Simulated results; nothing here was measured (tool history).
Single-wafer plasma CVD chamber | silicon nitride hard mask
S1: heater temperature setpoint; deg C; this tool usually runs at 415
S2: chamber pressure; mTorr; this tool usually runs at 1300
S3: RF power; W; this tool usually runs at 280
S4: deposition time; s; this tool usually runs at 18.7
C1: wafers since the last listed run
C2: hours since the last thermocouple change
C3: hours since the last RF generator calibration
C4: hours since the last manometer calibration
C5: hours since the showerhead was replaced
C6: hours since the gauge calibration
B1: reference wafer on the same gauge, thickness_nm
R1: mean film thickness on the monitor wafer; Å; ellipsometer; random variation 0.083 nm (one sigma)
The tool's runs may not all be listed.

run	day	S1	S2	S3	S4	C1	C2	C3	C4	C5	C6	B1	R1
1	0.000	415	1300	280	16.5	0	337.2	405.2	1325.8	3361.2	415.1	21.503	164.26
2	2.258	415	1420	300	18.7	2025	391.4	459.4	1380.0	3415.4	469.3	21.503	196.13
3	5.612	415	1420	300	18.7	3008	471.9	539.9	1460.5	3495.9	549.8	21.497	195.69
4	7.646	415	1300	240	18.7	1823	520.7	588.7	1509.3	3544.7	598.6	21.505	168.10
5	10.267	415	1300	280	18.7	2350	583.6	651.6	1572.2	3607.6	661.5	21.492	181.71
6	12.046	415	1300	280	18.7	1595	626.3	694.3	1614.9	3650.3	704.2	21.511	182.43
7	15.367	415	1300	280	19.7	2978	706.0	774.0	1694.6	3730.0	783.9	21.497	192.03
8	16.938	428	1450	325	18.7	1409	743.7	811.7	1732.3	3767.7	821.6	21.504	199.95
# day 18.225: thermocouple changed; heater temperature recalibrated
# day 18.492: capacitance manometer re-zeroed and calibrated
9	19.192	415	1190	230	18.7	1482	23.2	865.8	16.8	3821.8	875.7	21.472	162.69
# day 23.567: RF generator calibrated
10	23.588	415	1580	280	18.7	3644	128.7	0.5	122.3	3927.3	981.2	21.499	198.79
11	27.396	420	1300	255	18.7	3416	220.1	91.9	213.7	4018.7	1072.6	21.513	176.87
12	29.904	415	1300	315	18.7	2250	280.3	152.1	273.9	4078.9	1132.8	21.523	198.96
13	31.700	415	1300	280	18.7	1610	323.4	195.2	317.0	4122.0	1175.9	21.461	186.89
14	34.988	409	1080	280	16.7	2949	402.3	274.1	395.9	4200.9	1254.8	21.507	158.65
15	39.404	415	1300	280	18.7	3961	508.3	380.1	501.9	4306.9	1360.8	21.499	185.11
16	41.596	415	1210	230	18.7	1966	560.9	432.7	554.5	4359.5	1413.4	21.508	164.28
17	44.688	415	1300	280	21.1	2773	635.1	506.9	628.7	4433.7	1487.6	21.502	208.79
18	48.771	401	1300	280	21.0	3662	733.1	604.9	726.7	4531.7	1585.6	21.508	207.90
19	50.454	415	1300	265	15.7	1510	773.5	645.3	767.1	4572.1	1626.0	21.512	149.27
20	52.892	415	1300	280	18.7	2186	832.0	703.8	825.6	4630.6	1684.5	21.489	183.24
# day 54.042: showerhead replaced
# day 56.025: gauge calibrated
21	56.258	415	1300	245	16.1	2721	912.8	784.6	906.4	53.2	5.6	21.499	145.81
# day 58.954: thermocouple changed; heater temperature recalibrated
22	59.496	415	1300	280	18.7	2605	13.0	862.3	984.1	130.9	83.3	21.527	181.42
# day 62.642: RF generator calibrated
23	63.325	415	1300	280	18.7	3135	104.9	16.4	1076.0	222.8	175.2	21.481	186.85
24	67.133	419	1430	255	16.6	3416	196.3	107.8	1167.4	314.2	266.6	21.497	161.55
25	70.950	415	1300	280	18.7	3423	287.9	199.4	1259.0	405.8	358.2	21.500	184.75
26	74.650	402	1060	280	18.7	3319	376.7	288.2	1347.8	494.6	447.0	21.499	175.29
27	78.158	424	1300	280	18.7	3147	460.9	372.4	1432.0	578.8	531.2	21.500	183.48
28	80.329	415	1300	280	15.8	1947	513.0	424.5	1484.1	630.9	583.3	21.501	155.08
# day 90.850: capacitance manometer re-zeroed and calibrated
29	92.371	415	1300	280	19.7	10502	802.0	713.5	36.5	919.9	872.3	21.495	193.41

Same runs, no hidden state in the tool, same run-to-run variation:
Hidden conditions of the tool in this case: wafer temperature above the value expected at the setpoint (K); delivered RF power above the setpoint (%); true pressure above the setpoint (%); gauge reads high (%).
run	R1
1	168.01
2	200.99
3	201.22
4	173.39
5	187.81
6	188.91
7	199.53
8	207.76
9	167.16
10	199.39
11	178.11
12	200.78
13	188.97
14	160.99
15	188.60
16	167.86
17	213.87
18	213.85
19	153.92
20	189.30
21	151.26
22	188.71
23	189.45
24	164.38
25	188.75
26	179.98
27	188.82
28	159.94
29	198.32

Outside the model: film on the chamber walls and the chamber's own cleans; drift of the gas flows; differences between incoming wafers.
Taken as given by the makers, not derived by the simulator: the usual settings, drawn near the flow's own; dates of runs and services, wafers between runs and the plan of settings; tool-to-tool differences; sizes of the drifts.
